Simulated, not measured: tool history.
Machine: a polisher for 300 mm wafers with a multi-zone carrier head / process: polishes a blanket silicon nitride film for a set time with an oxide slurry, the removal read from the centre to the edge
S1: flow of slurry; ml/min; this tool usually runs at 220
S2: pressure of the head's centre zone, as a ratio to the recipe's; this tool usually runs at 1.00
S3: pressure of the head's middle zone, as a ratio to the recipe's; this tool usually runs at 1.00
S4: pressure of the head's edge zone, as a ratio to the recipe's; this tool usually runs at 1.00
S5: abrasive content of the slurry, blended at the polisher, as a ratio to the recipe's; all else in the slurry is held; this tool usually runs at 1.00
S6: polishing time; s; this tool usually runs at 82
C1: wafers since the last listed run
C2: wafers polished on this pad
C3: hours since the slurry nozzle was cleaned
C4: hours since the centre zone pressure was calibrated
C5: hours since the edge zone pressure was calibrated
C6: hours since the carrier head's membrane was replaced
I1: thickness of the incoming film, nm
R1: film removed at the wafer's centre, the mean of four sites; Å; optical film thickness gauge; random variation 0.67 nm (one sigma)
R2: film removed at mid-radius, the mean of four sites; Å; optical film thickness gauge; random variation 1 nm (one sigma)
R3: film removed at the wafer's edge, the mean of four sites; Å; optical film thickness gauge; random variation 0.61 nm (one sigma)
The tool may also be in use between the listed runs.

| run | hour | S1 | S2 | S3 | S4 | S5 | S6 | C1 | C2 | C3 | C4 | C5 | C6 | I1 | R1 | R2 | R3 |
|---|---|---|---|---|---|---|---|---|---|---|---|---|---|---|---|---|---|
| 1 | 0.0 | 220 | 1.00 | 1.00 | 1.00 | 1.00 | 88 | 0 | 338 | 138.9 | 654.7 | 862.0 | 1076.6 | 377.8 | 725 | 744 | 754 |
| 2 | 24.5 | 255 | 1.00 | 1.00 | 1.00 | 1.00 | 82 | 228 | 566 | 163.4 | 679.2 | 886.5 | 1101.1 | 379.6 | 694 | 707 | 709 |
|  | 33.3 | worn pad replaced by a new one |
| 3 | 58.5 | 255 | 1.00 | 1.00 | 1.00 | 1.00 | 82 | 279 | 234 | 197.4 | 713.2 | 920.5 | 1135.1 | 375.8 | 696 | 706 | 715 |
| 4 | 81.7 | 255 | 1.00 | 1.00 | 1.00 | 1.00 | 82 | 216 | 451 | 220.6 | 736.4 | 943.7 | 1158.3 | 384.5 | 694 | 705 | 712 |
| 5 | 101.4 | 220 | 1.00 | 1.00 | 1.00 | 1.00 | 82 | 183 | 635 | 240.3 | 756.1 | 963.4 | 1178.0 | 377.4 | 683 | 666 | 690 |
|  | 117.2 | worn pad replaced by a new one |
|  | 131.1 | slurry nozzle cleaned |
|  | 142.0 | carrier head's membrane replaced by a new one |
| 6 | 142.5 | 275 | 1.00 | 1.00 | 1.00 | 1.00 | 82 | 290 | 180 | 11.4 | 797.2 | 1004.5 | 0.5 | 380.9 | 700 | 719 | 729 |
| 7 | 171.5 | 220 | 1.00 | 1.00 | 1.00 | 1.00 | 82 | 270 | 451 | 40.4 | 826.2 | 1033.5 | 29.5 | 382.0 | 682 | 682 | 713 |
|  | 203.6 | worn pad replaced by a new one |
| 8 | 204.1 | 220 | 1.00 | 1.00 | 1.00 | 1.00 | 82 | 266 | 5 | 73.0 | 858.8 | 1066.1 | 62.1 | 386.7 | 684 | 703 | 699 |
| 9 | 231.9 | 155 | 0.91 | 1.00 | 1.05 | 1.00 | 107 | 259 | 264 | 100.8 | 886.6 | 1093.9 | 89.9 | 374.1 | 766 | 855 | 894 |
|  | 248.7 | edge zone pressure recalibrated |
|  | 256.4 | centre zone pressure recalibrated |
| 10 | 261.5 | 220 | 1.00 | 0.93 | 1.00 | 1.00 | 69 | 238 | 503 | 130.4 | 5.1 | 12.8 | 119.5 | 383.2 | 568 | 544 | 596 |
|  | 286.7 | worn pad replaced by a new one |
| 11 | 288.3 | 220 | 1.00 | 1.00 | 1.06 | 1.30 | 82 | 212 | 14 | 157.2 | 31.9 | 39.6 | 146.3 | 377.5 | 792 | 814 | 860 |
| 12 | 311.9 | 220 | 1.00 | 1.00 | 1.00 | 1.00 | 82 | 220 | 235 | 180.8 | 55.5 | 63.2 | 169.9 | 379.6 | 674 | 692 | 688 |
| 13 | 326.0 | 220 | 1.00 | 0.97 | 1.00 | 1.00 | 82 | 131 | 366 | 194.9 | 69.6 | 77.3 | 184.0 | 379.4 | 679 | 667 | 706 |
| 14 | 344.4 | 220 | 1.00 | 1.00 | 1.00 | 1.00 | 82 | 171 | 538 | 213.3 | 88.0 | 95.7 | 202.4 | 376.1 | 679 | 697 | 704 |
|  | 365.9 | worn pad replaced by a new one |
| 15 | 366.4 | 220 | 1.00 | 1.08 | 1.12 | 1.00 | 82 | 167 | 4 | 235.3 | 110.0 | 117.7 | 224.4 | 379.5 | 682 | 717 | 748 |
| 16 | 384.3 | 220 | 0.90 | 1.00 | 1.00 | 1.00 | 98 | 166 | 171 | 253.2 | 127.9 | 135.6 | 242.3 | 379.9 | 724 | 829 | 837 |

5 ways to go on from here, each from the tool as it stands after run 16. What would each give?
| A | 384.8 | 220 | 1.00 | 0.90 | 1.00 | 1.00 | 82 | 4 | 176 | 253.7 | 128.4 | 136.1 | 242.8 | 382.3 | ? | ? | ? |
| B | 384.8 | 150 | 1.00 | 0.94 | 1.00 | 0.85 | 103 | 4 | 176 | 253.7 | 128.4 | 136.1 | 242.8 | 382.3 | ? | ? | ? |
| C | 384.8 | 220 | 1.00 | 1.00 | 0.90 | 1.15 | 82 | 4 | 176 | 253.7 | 128.4 | 136.1 | 242.8 | 382.3 | ? | ? | ? |
| D | 384.8 | 170 | 1.00 | 1.00 | 1.00 | 0.75 | 82 | 4 | 176 | 253.7 | 128.4 | 136.1 | 242.8 | 382.3 | ? | ? | ? |
| E | 384.8 | 220 | 1.00 | 1.03 | 1.00 | 1.30 | 82 | 4 | 176 | 253.7 | 128.4 | 136.1 | 242.8 | 382.3 | ? | ? | ? |

| run | R1 | R2 | R3 |
|---|---|---|---|
| A | 676 | 640 | 709 |
| B | 684 | 676 | 735 |
| C | 746 | 770 | 743 |
| D | 484 | 503 | 515 |
| E | 800 | 847 | 837 |
Had the tool no hidden state, the same runs would have come out as:
| run | R1 | R2 | R3 |
|---|---|---|---|
| A | 676 | 640 | 709 |
| B | 684 | 676 | 735 |
| C | 746 | 770 | 743 |
| D | 484 | 503 | 515 |
| E | 800 | 847 | 837 |
